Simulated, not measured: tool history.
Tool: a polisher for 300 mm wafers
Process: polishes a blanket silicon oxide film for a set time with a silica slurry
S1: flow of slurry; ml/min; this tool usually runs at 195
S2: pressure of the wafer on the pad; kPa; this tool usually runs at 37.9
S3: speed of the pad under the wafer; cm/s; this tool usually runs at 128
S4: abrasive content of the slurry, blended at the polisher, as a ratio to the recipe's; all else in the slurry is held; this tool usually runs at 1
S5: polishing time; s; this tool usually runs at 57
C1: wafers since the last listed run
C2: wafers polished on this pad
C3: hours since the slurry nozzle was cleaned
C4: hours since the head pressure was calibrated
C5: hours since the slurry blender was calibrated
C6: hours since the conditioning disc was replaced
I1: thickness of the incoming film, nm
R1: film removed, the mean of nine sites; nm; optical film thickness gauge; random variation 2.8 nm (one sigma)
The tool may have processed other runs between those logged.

run	hour	S1	S2	S3	S4	S5	C1	C2	C3	C4	C5	C6	I1	R1
1	0	195	37.9	128	1	57	0	3792	189.9	227.6	113.6	166.2	1746.3	306.3
2	35.8	195	37.9	128	1	57	274	4067	225.7	263.4	149.4	202	1726.6	298.3
3	61.1	195	37.9	128	0.9	57	194	4261	251	288.7	174.7	227.3	1717.5	277.8
# hour 76: worn pad replaced by a new one
4	86.3	195	46.9	128	1	57	162	79	276.2	313.9	199.9	252.5	1729.5	352.4
5	144.1	195	37.9	128	1	57	443	522	334	371.7	257.7	310.3	1723.7	289.6
6	205.4	195	37.9	128	1.15	57	470	993	395.3	433	319	371.6	1719.1	309.8
7	244.7	235	37.9	128	1	69	301	1295	434.6	472.3	358.3	410.9	1713.3	359.6
# hour 266.5: slurry nozzle cleaned
8	311.5	195	37.9	128	0.8	57	505	1800	45	539.1	425.1	477.7	1739.9	250.4
# hour 319: slurry blender recalibrated
# hour 357.4: conditioning disc replaced and pad reconditioned
9	374	195	29	162	1.25	45	449	2249	107.5	601.6	55	16.6	1730.4	261.6
10	467.4	195	37.9	108	1	57	717	2967	200.9	695	148.4	110	1709.9	262.9
# hour 597.4: worn pad replaced by a new one
# hour 607.9: head pressure recalibrated
11	663	195	37.9	128	0.8	43	1455	488	396.5	55.1	344	305.6	1726.1	192.3
12	702.9	240	37.9	128	1.25	57	306	794	436.4	95	383.9	345.5	1720.4	333.1
# hour 770.3: slurry blender recalibrated
13	770.7	160	32.4	128	1	57	505	1300	504.2	162.8	0.4	413.3	1715.5	266.8
# hour 803.6: slurry nozzle cleaned
14	822.5	195	45.5	106	1.1	76	390	1690	18.9	214.6	52.2	465.1	1722.9	427.4
15	863.5	195	37.9	128	0.8	43	314	2004	59.9	255.6	93.2	506.1	1686.6	198.3
16	924.2	140	37.9	96	0.8	69	466	2471	120.6	316.3	153.9	566.8	1711.4	236.4
# hour 935.4: conditioning disc replaced and pad reconditioned
17	965.9	195	49.6	128	1.2	41	304	2775	162.3	358	195.6	30.5	1744.9	289.3
18	997.2	195	37.9	128	1	57	240	3016	193.6	389.3	226.9	61.8	1733.2	291
19	1023.4	240	37.9	128	1	57	201	3217	219.8	415.5	253.1	88	1715.6	292
20	1067.6	150	37.9	86	0.9	44	339	3556	264	459.7	297.3	132.2	1729.5	142.9
21	1112.7	195	37.9	128	1	57	346	3903	309.1	504.8	342.4	177.3	1726.4	285.1
# hour 1125.9: worn pad replaced by a new one
22	1183.1	235	37.9	90	1	57	509	439	379.5	575.2	412.8	247.7	1688.9	218.3
23	1208.1	255	49	128	0.85	74	191	631	404.5	600.2	437.8	272.7	1704.5	432.1
# hour 1261.9: slurry nozzle cleaned
24	1270.3	195	37.9	110	0.9	46	469	1101	8.4	662.4	500	334.9	1737.5	191.4
# hour 1274.5: slurry blender recalibrated
25	1441.6	140	37.9	164	1	57	1300	2401	179.7	833.7	167.1	506.2	1721.2	336.7

Per-run results on a tool with no hidden state, each run keeping its own random variation:
Unlogged tool condition in this case: removal rate lost through wear of the pad, %; slurry flow missing at the pad, %; deviation of the head's pressure from its setpoint, %; abrasive missing from the slurry, %; time polished since the conditioner stopped cutting, s.
run	R1
1	321.5
2	316.3
3	297.6
4	378
5	313.7
6	335.8
7	393.9
8	278.9
9	267.6
10	278.2
11	212.4
12	360.7
13	270.1
14	442.8
15	210.7
16	256.4
17	311.4
18	317.7
19	320.2
20	158.6
21	316.1
22	243.4
23	487.4
24	215.8
25	359.5
